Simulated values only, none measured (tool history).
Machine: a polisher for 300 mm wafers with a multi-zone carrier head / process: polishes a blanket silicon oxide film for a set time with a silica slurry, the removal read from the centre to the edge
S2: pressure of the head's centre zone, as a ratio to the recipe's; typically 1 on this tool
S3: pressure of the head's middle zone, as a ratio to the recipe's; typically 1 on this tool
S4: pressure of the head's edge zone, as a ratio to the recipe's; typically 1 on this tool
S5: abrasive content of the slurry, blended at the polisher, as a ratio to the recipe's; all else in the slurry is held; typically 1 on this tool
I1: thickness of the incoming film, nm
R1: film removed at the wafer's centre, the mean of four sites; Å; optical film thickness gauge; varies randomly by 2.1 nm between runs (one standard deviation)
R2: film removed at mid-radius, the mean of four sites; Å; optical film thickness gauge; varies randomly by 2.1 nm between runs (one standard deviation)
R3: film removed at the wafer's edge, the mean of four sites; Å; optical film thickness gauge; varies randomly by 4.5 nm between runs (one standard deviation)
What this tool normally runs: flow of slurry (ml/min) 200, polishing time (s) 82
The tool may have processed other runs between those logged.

{"run": 1, "hour": 0.0, "flow of slurry (ml/min)": 200, "S2": 1, "S3": 1, "S4": 1, "S5": 1, "polishing time (s)": 82, "I1": 1322.8, "R1": 2955, "R2": 2952, "R3": 3037}
{"hour": 10.0, "done": "worn pad replaced by a new one"}
{"hour": 89.6, "done": "slurry nozzle cleaned"}
{"run": 2, "hour": 107.3, "flow of slurry (ml/min)": 200, "S2": 1, "S3": 1, "S4": 1, "S5": 1, "polishing time (s)": 82, "I1": 1312.2, "R1": 2915, "R2": 2993, "R3": 2997}
{"hour": 195.9, "done": "edge zone pressure recalibrated"}
{"hour": 295.6, "done": "worn pad replaced by a new one"}
{"run": 3, "hour": 349.0, "flow of slurry (ml/min)": 200, "S2": 1, "S3": 1, "S4": 1, "S5": 1, "polishing time (s)": 82, "I1": 1327.6, "R1": 2891, "R2": 2963, "R3": 3032}
{"run": 4, "hour": 390.4, "flow of slurry (ml/min)": 200, "S2": 1, "S3": 1, "S4": 1, "S5": 1, "polishing time (s)": 82, "I1": 1314.9, "R1": 2852, "R2": 2960, "R3": 3037}
{"run": 5, "hour": 480.0, "flow of slurry (ml/min)": 200, "S2": 1, "S3": 1, "S4": 1, "S5": 1, "polishing time (s)": 82, "I1": 1314.4, "R1": 2905, "R2": 2990, "R3": 3101}
{"run": 6, "hour": 524.7, "flow of slurry (ml/min)": 200, "S2": 1, "S3": 1, "S4": 1, "S5": 1, "polishing time (s)": 82, "I1": 1317.4, "R1": 2891, "R2": 2953, "R3": 3014}
{"hour": 561.5, "done": "slurry nozzle cleaned"}
{"run": 7, "hour": 593.6, "flow of slurry (ml/min)": 200, "S2": 1, "S3": 1, "S4": 1, "S5": 1, "polishing time (s)": 82, "I1": 1286.6, "R1": 2838, "R2": 2978, "R3": 3057}
{"hour": 605.4, "done": "worn pad replaced by a new one"}
{"run": 8, "hour": 644.7, "flow of slurry (ml/min)": 200, "S2": 1, "S3": 1, "S4": 1, "S5": 1, "polishing time (s)": 82, "I1": 1304.7, "R1": 2859, "R2": 2936, "R3": 3044}
{"run": 9, "hour": 691.1, "flow of slurry (ml/min)": 200, "S2": 1, "S3": 1, "S4": 1, "S5": 0.95, "polishing time (s)": 82, "I1": 1315.3, "R1": 2775, "R2": 2877, "R3": 3009}
{"hour": 719.8, "done": "carrier head's membrane replaced by a new one"}
{"run": 10, "hour": 730.0, "flow of slurry (ml/min)": 200, "S2": 1, "S3": 1, "S4": 1, "S5": 0.95, "polishing time (s)": 82, "I1": 1302.1, "R1": 2746, "R2": 2866, "R3": 2944}
{"run": 11, "hour": 778.7, "flow of slurry (ml/min)": 200, "S2": 1, "S3": 1, "S4": 1, "S5": 1, "polishing time (s)": 82, "I1": 1314.5, "R1": 2833, "R2": 2974, "R3": 3078}
{"run": 12, "hour": 846.0, "flow of slurry (ml/min)": 200, "S2": 1, "S3": 1, "S4": 1, "S5": 1, "polishing time (s)": 82, "I1": 1326.3, "R1": 2847, "R2": 2968, "R3": 3029}
{"hour": 863.0, "done": "centre zone pressure recalibrated"}
{"run": 13, "hour": 921.4, "flow of slurry (ml/min)": 200, "S2": 0.92, "S3": 1, "S4": 1, "S5": 1, "polishing time (s)": 82, "I1": 1293.5, "R1": 2662, "R2": 2946, "R3": 3027}
{"hour": 932.5, "done": "worn pad replaced by a new one"}
{"hour": 1022.6, "done": "slurry nozzle cleaned"}
{"run": 14, "hour": 1023.4, "flow of slurry (ml/min)": 220, "S2": 1, "S3": 1, "S4": 1, "S5": 1, "polishing time (s)": 82, "I1": 1309.7, "R1": 2916, "R2": 3000, "R3": 3050}
{"run": 15, "hour": 1066.5, "flow of slurry (ml/min)": 200, "S2": 1, "S3": 1, "S4": 1.1, "S5": 0.7, "polishing time (s)": 57, "I1": 1317.3, "R1": 1548, "R2": 1583, "R3": 1733}
{"run": 16, "hour": 1131.2, "flow of slurry (ml/min)": 200, "S2": 1, "S3": 1, "S4": 1, "S5": 1, "polishing time (s)": 82, "I1": 1317, "R1": 2904, "R2": 2949, "R3": 3076}
{"run": 17, "hour": 1194.3, "flow of slurry (ml/min)": 260, "S2": 1, "S3": 1.06, "S4": 0.89, "S5": 1, "polishing time (s)": 82, "I1": 1334.2, "R1": 2978, "R2": 3217, "R3": 2974}
{"hour": 1209.5, "done": "edge zone pressure recalibrated"}
{"hour": 1224.4, "done": "worn pad replaced by a new one"}
{"run": 18, "hour": 1292.7, "flow of slurry (ml/min)": 200, "S2": 1, "S3": 1, "S4": 1, "S5": 1, "polishing time (s)": 82, "I1": 1319.3, "R1": 2892, "R2": 2971, "R3": 3037}
{"run": 19, "hour": 1335.4, "flow of slurry (ml/min)": 200, "S2": 1, "S3": 1, "S4": 0.88, "S5": 1, "polishing time (s)": 71, "I1": 1302.6, "R1": 2509, "R2": 2562, "R3": 2509}
{"run": 20, "hour": 1402.9, "flow of slurry (ml/min)": 200, "S2": 1, "S3": 1.07, "S4": 1, "S5": 1.2, "polishing time (s)": 102, "I1": 1289, "R1": 3923, "R2": 4348, "R3": 4070}
{"run": 21, "hour": 1444.9, "flow of slurry (ml/min)": 175, "S2": 1, "S3": 1, "S4": 0.96, "S5": 0.75, "polishing time (s)": 82, "I1": 1307.9, "R1": 2255, "R2": 2375, "R3": 2387}
{"hour": 1494.5, "done": "worn pad replaced by a new one"}
{"run": 22, "hour": 1516.7, "flow of slurry (ml/min)": 200, "S2": 1, "S3": 1, "S4": 1, "S5": 1, "polishing time (s)": 82, "I1": 1327.3, "R1": 2856, "R2": 2941, "R3": 3052}

3 ways to go on from here, each from the tool as it stands after run 22. What would each give?
{"run": "A", "hour": 1517.1, "flow of slurry (ml/min)": 200, "S2": 1, "S3": 1, "S4": 1, "S5": 1, "polishing time (s)": 82, "I1": 1298.7, "R1": "?", "R2": "?", "R3": "?"}
{"run": "B", "hour": 1517.1, "flow of slurry (ml/min)": 170, "S2": 1, "S3": 1, "S4": 1, "S5": 1, "polishing time (s)": 72, "I1": 1298.7, "R1": "?", "R2": "?", "R3": "?"}
{"run": "C", "hour": 1517.1, "flow of slurry (ml/min)": 140, "S2": 0.97, "S3": 1, "S4": 1, "S5": 1, "polishing time (s)": 82, "I1": 1298.7, "R1": "?", "R2": "?", "R3": "?"}

run=A R1=2898 R2=3010 R3=3041
run=B R1=2465 R2=2570 R3=2616
run=C R1=2596 R2=2807 R3=2891
The same runs, with their run-to-run variation unchanged, on a tool lacking any hidden condition would have given:
run=A R1=2949 R2=3010 R3=3041
run=B R1=2508 R2=2570 R3=2616
run=C R1=2642 R2=2807 R3=2891

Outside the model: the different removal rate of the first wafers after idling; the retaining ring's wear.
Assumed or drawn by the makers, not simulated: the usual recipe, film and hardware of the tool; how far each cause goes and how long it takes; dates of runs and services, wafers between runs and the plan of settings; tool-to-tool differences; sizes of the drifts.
